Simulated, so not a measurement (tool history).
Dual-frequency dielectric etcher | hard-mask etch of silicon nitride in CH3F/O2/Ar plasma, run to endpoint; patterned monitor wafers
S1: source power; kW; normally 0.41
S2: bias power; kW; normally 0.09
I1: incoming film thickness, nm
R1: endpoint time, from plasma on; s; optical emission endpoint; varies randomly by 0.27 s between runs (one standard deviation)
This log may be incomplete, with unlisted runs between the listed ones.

Run 1, hour 0: usual settings; I1 42.61. Result: R1 57.4 s.
Run 2, hour 152.2: usual settings; I1 42.21. Result: R1 57.7 s.
At hour 221.8: wet clean of the chamber.
Run 3, hour 222.3: usual settings; I1 42.46. Result: R1 56.8 s.
Run 4, hour 239.8: usual settings; I1 42.19. Result: R1 56.4 s.
Run 5, hour 290.4: usual settings; I1 42.37. Result: R1 56.6 s.
Run 6, hour 357.2: usual settings but S2 0.105 kW; I1 42.6. Result: R1 54.2 s.
Run 7, hour 413.1: usual settings; I1 42.6. Result: R1 56.9 s.
Run 8, hour 462: usual settings; I1 42.43. Result: R1 57.1 s.
Run 9, hour 522.2: usual settings; I1 42.55. Result: R1 57.6 s.
Run 10, hour 550.8: usual settings; I1 42.26. Result: R1 56.4 s.
Run 11, hour 589.2: usual settings but S1 0.39 kW; I1 42.43. Result: R1 58.7 s.
At hour 626.9: upper electrode replaced.
Run 12, hour 627.4: usual settings but S1 0.46 kW; I1 42.49. Result: R1 55.5 s.
Run 13, hour 653.1: usual settings but S1 0.46 kW; I1 42.73. Result: R1 55.7 s.
At hour 690: wet clean of the chamber.
Run 14, hour 724.2: usual settings but S1 0.46 kW; I1 42.16. Result: R1 56.4 s.
At hour 741.1: source power generator calibrated.
At hour 762.6: bias power generator calibrated.
Run 15, hour 775.1: usual settings; I1 42.84. Result: R1 59.8 s.
Run 16, hour 836.7: usual settings; I1 41.95. Result: R1 59.1 s.
Run 17, hour 906.6: usual settings; I1 42.69. Result: R1 60.2 s.
Run 18, hour 955.5: usual settings but S1 0.32 kW, S2 0.104 kW; I1 42.26. Result: R1 62.2 s.
Run 19, hour 1023.6: usual settings but S2 0.102 kW; I1 42.43. Result: R1 58.1 s.
Run 20, hour 1049.3: usual settings; I1 42.15. Result: R1 59.9 s.
At hour 1100: wet clean of the chamber, repeated, since the last time left the tool worse.
Run 21, hour 1100.5: usual settings; I1 42.39. Result: R1 56.3 s.
Run 22, hour 1156.4: usual settings but S1 0.49 kW, S2 0.069 kW; I1 42.6. Result: R1 58 s.
Run 23, hour 1208: usual settings but S1 0.46 kW, S2 0.083 kW; I1 42.32. Result: R1 56.2 s.
Run 24, hour 1278.1: usual settings but S2 0.084 kW; I1 42.61. Result: R1 59.2 s.
Run 25, hour 1312: usual settings but S1 0.37 kW, S2 0.084 kW; I1 42.29. Result: R1 60.7 s.
Run 26, hour 1378.2: usual settings but S1 0.35 kW, S2 0.081 kW; I1 42.41. Result: R1 62.5 s.
Run 27, hour 1408.1: usual settings but S1 0.38 kW, S2 0.096 kW; I1 42.28. Result: R1 57.1 s.
Run 28, hour 1469.1: usual settings; I1 42.13. Result: R1 57.3 s.
Run 29, hour 1510.2: usual settings but S1 0.38 kW, S2 0.099 kW; I1 42.24. Result: R1 56.9 s.
Run 30, hour 1569.3: usual settings but S1 0.5 kW; I1 42.56. Result: R1 53.8 s.
At hour 1622.6: wet clean of the chamber.
Run 31, hour 1623.1: usual settings but S1 0.5 kW, S2 0.078 kW; I1 42.64. Result: R1 54.5 s.
Run 32, hour 1678: usual settings but S1 0.36 kW, S2 0.074 kW; I1 42.89. Result: R1 63 s.
Run 33, hour 1746.7: usual settings but S1 0.33 kW, S2 0.112 kW; I1 42.39. Result: R1 57 s.
Run 34, hour 1786.5: usual settings but S2 0.083 kW; I1 42.49. Result: R1 58.2 s.

The tool's hidden state at each run:
source power that arrives over what is set, %: 0, the same for each run
bias power that arrives over what is set, %: 0, the same for each run
H1: etch rate over this chamber's usual, %
run      H1
  1   -1.46
  2   -2.25
  3   0.176
  4  0.0854
  5  -0.177
  6  -0.524
  7  -0.814
  8   -1.07
  9   -1.38
 10   -1.53
 11   -1.73
 12   -1.93
 13   -2.06
 14   -4.96
 15   -5.22
 16   -5.54
 17   -5.91
 18   -6.16
 19   -6.51
 20   -6.65
 21  -0.226
 22  -0.516
 23  -0.784
 24   -1.15
 25   -1.32
 26   -1.67
 27   -1.82
 28   -2.14
 29   -2.35
 30   -2.66
 31   0.444
 32   0.159
 33  -0.197
 34  -0.404
